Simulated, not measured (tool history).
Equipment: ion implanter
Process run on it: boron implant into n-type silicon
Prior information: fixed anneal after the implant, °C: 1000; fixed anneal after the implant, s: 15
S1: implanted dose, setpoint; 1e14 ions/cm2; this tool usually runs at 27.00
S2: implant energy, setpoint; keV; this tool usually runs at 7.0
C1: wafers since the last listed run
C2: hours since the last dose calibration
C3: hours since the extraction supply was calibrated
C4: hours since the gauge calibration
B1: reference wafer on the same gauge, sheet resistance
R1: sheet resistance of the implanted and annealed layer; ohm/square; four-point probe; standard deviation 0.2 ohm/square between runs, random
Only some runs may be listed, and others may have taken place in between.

run 1 hour=0.0 | S1=30.09 S2=8.5 | C1=0 C2=892.2 C3=2391.8 C4=251.4 | B1=131.17 | R1=115.43
run 2 hour=6.3 | S1=30.09 S2=8.5 | C1=242 C2=898.5 C3=2398.1 C4=257.7 | B1=131.21 | R1=114.98
run 3 hour=14.9 | S1=30.09 S2=8.5 | C1=331 C2=907.1 C3=2406.7 C4=266.3 | B1=131.08 | R1=115.19
run 4 hour=26.5 | S1=27.00 S2=7.0 | C1=447 C2=918.7 C3=2418.3 C4=277.9 | B1=131.08 | R1=130.56
run 5 hour=41.7 | S1=27.00 S2=7.0 | C1=585 C2=933.9 C3=2433.5 C4=293.1 | B1=130.97 | R1=130.32
run 6 hour=52.8 | S1=27.00 S2=7.0 | C1=427 C2=945.0 C3=2444.6 C4=304.2 | B1=130.92 | R1=130.28
run 7 hour=61.7 | S1=27.00 S2=7.0 | C1=343 C2=953.9 C3=2453.5 C4=313.1 | B1=130.85 | R1=130.67
run 8 hour=77.1 | S1=31.12 S2=7.0 | C1=593 C2=969.3 C3=2468.9 C4=328.5 | B1=130.74 | R1=128.96
run 9 hour=87.3 | S1=31.12 S2=7.0 | C1=393 C2=979.5 C3=2479.1 C4=338.7 | B1=130.73 | R1=128.50
run 10 hour=101.4 | S1=31.12 S2=7.0 | C1=543 C2=993.6 C3=2493.2 C4=352.8 | B1=130.63 | R1=128.91
run 11 hour=108.2 | S1=27.00 S2=7.0 | C1=262 C2=1000.4 C3=2500.0 C4=359.6 | B1=130.59 | R1=130.23
run 12 hour=117.9 | S1=27.00 S2=6.5 | C1=373 C2=1010.1 C3=2509.7 C4=369.3 | B1=130.53 | R1=135.28
run 13 hour=127.0 | S1=21.04 S2=7.5 | C1=350 C2=1019.2 C3=2518.8 C4=378.4 | B1=130.48 | R1=127.79
run 14 hour=138.3 | S1=21.04 S2=7.5 | C1=435 C2=1030.5 C3=2530.1 C4=389.7 | B1=130.39 | R1=127.43
run 15 hour=148.9 | S1=27.00 S2=7.0 | C1=408 C2=1041.1 C3=2540.7 C4=400.3 | B1=130.30 | R1=129.52
run 16 hour=156.6 | S1=27.00 S2=7.0 | C1=296 C2=1048.8 C3=2548.4 C4=408.0 | B1=130.26 | R1=129.38
run 17 hour=173.5 | S1=27.00 S2=7.0 | C1=651 C2=1065.7 C3=2565.3 C4=424.9 | B1=130.16 | R1=129.66
-- hour=191.2 Faraday cup replaced and dose calibrated
run 18 hour=191.7 | S1=23.86 S2=7.0 | C1=393 C2=0.5 C3=2583.5 C4=443.1 | B1=130.08 | R1=130.61
run 19 hour=207.3 | S1=27.00 S2=5.0 | C1=601 C2=16.1 C3=2599.1 C4=458.7 | B1=129.89 | R1=154.24
run 20 hour=223.2 | S1=33.13 S2=7.0 | C1=612 C2=32.0 C3=2615.0 C4=474.6 | B1=129.80 | R1=127.18
run 21 hour=229.4 | S1=29.69 S2=4.5 | C1=239 C2=38.2 C3=2621.2 C4=480.8 | B1=129.73 | R1=160.41
run 22 hour=242.0 | S1=24.00 S2=8.5 | C1=485 C2=50.8 C3=2633.8 C4=493.4 | B1=129.60 | R1=116.30
run 23 hour=248.7 | S1=31.12 S2=7.0 | C1=258 C2=57.5 C3=2640.5 C4=500.1 | B1=129.54 | R1=127.69
run 24 hour=261.1 | S1=27.00 S2=7.0 | C1=478 C2=69.9 C3=2652.9 C4=512.5 | B1=129.47 | R1=129.01
run 25 hour=276.4 | S1=31.12 S2=7.0 | C1=589 C2=85.2 C3=2668.2 C4=527.8 | B1=129.28 | R1=127.42
-- hour=280.0 gauge calibrated
run 26 hour=289.7 | S1=21.64 S2=5.5 | C1=512 C2=98.5 C3=2681.5 C4=9.7 | B1=132.10 | R1=151.49
run 27 hour=298.5 | S1=27.00 S2=5.5 | C1=339 C2=107.3 C3=2690.3 C4=18.5 | B1=132.13 | R1=149.85
run 28 hour=312.4 | S1=32.71 S2=6.0 | C1=535 C2=121.2 C3=2704.2 C4=32.4 | B1=132.12 | R1=141.51
run 29 hour=327.3 | S1=27.00 S2=7.0 | C1=574 C2=136.1 C3=2719.1 C4=47.3 | B1=132.10 | R1=131.65
-- hour=336.6 extraction supply calibrated
run 30 hour=342.1 | S1=19.33 S2=7.0 | C1=262 C2=150.9 C3=5.5 C4=62.1 | B1=132.11 | R1=134.99
run 31 hour=358.9 | S1=27.00 S2=7.0 | C1=647 C2=167.7 C3=22.3 C4=78.9 | B1=132.10 | R1=131.23
run 32 hour=374.1 | S1=24.18 S2=7.0 | C1=585 C2=182.9 C3=37.5 C4=94.1 | B1=132.05 | R1=132.43
run 33 hour=380.8 | S1=33.23 S2=5.5 | C1=258 C2=189.6 C3=44.2 C4=100.8 | B1=132.02 | R1=147.47
run 34 hour=394.9 | S1=31.12 S2=7.0 | C1=543 C2=203.7 C3=58.3 C4=114.9 | B1=131.99 | R1=130.07
run 35 hour=426.6 | S1=19.45 S2=8.5 | C1=1221 C2=235.4 C3=90.0 C4=146.6 | B1=131.96 | R1=122.19
run 36 hour=440.7 | S1=27.00 S2=7.0 | C1=543 C2=249.5 C3=104.1 C4=160.7 | B1=131.90 | R1=131.39
run 37 hour=447.9 | S1=32.42 S2=7.0 | C1=277 C2=256.7 C3=111.3 C4=167.9 | B1=131.92 | R1=129.73

Hidden state, per run?
deviation of the true dose from the Faraday cup's reading, %: 0, the same for each run
deviation of the true energy from its setpoint, %: 0, the same for each run
H1: gauge reads high (%)
run=1 H1=-0.624
run=2 H1=-0.645
run=3 H1=-0.675
run=4 H1=-0.716
run=5 H1=-0.774
run=6 H1=-0.817
run=7 H1=-0.854
run=8 H1=-0.919
run=9 H1=-0.964
run=10 H1=-1.03
run=11 H1=-1.06
run=12 H1=-1.11
run=13 H1=-1.15
run=14 H1=-1.21
run=15 H1=-1.26
run=16 H1=-1.31
run=17 H1=-1.4
run=18 H1=-1.5
run=19 H1=-1.6
run=20 H1=-1.69
run=21 H1=-1.73
run=22 H1=-1.81
run=23 H1=-1.86
run=24 H1=-1.94
run=25 H1=-2.05
run=26 H1=0.1
run=27 H1=0.0985
run=28 H1=0.0938
run=29 H1=0.086
run=30 H1=0.0753
run=31 H1=0.0596
run=32 H1=0.0423
run=33 H1=0.0336
run=34 H1=0.0135
run=35 H1=-0.0412
run=36 H1=-0.0698
run=37 H1=-0.0855
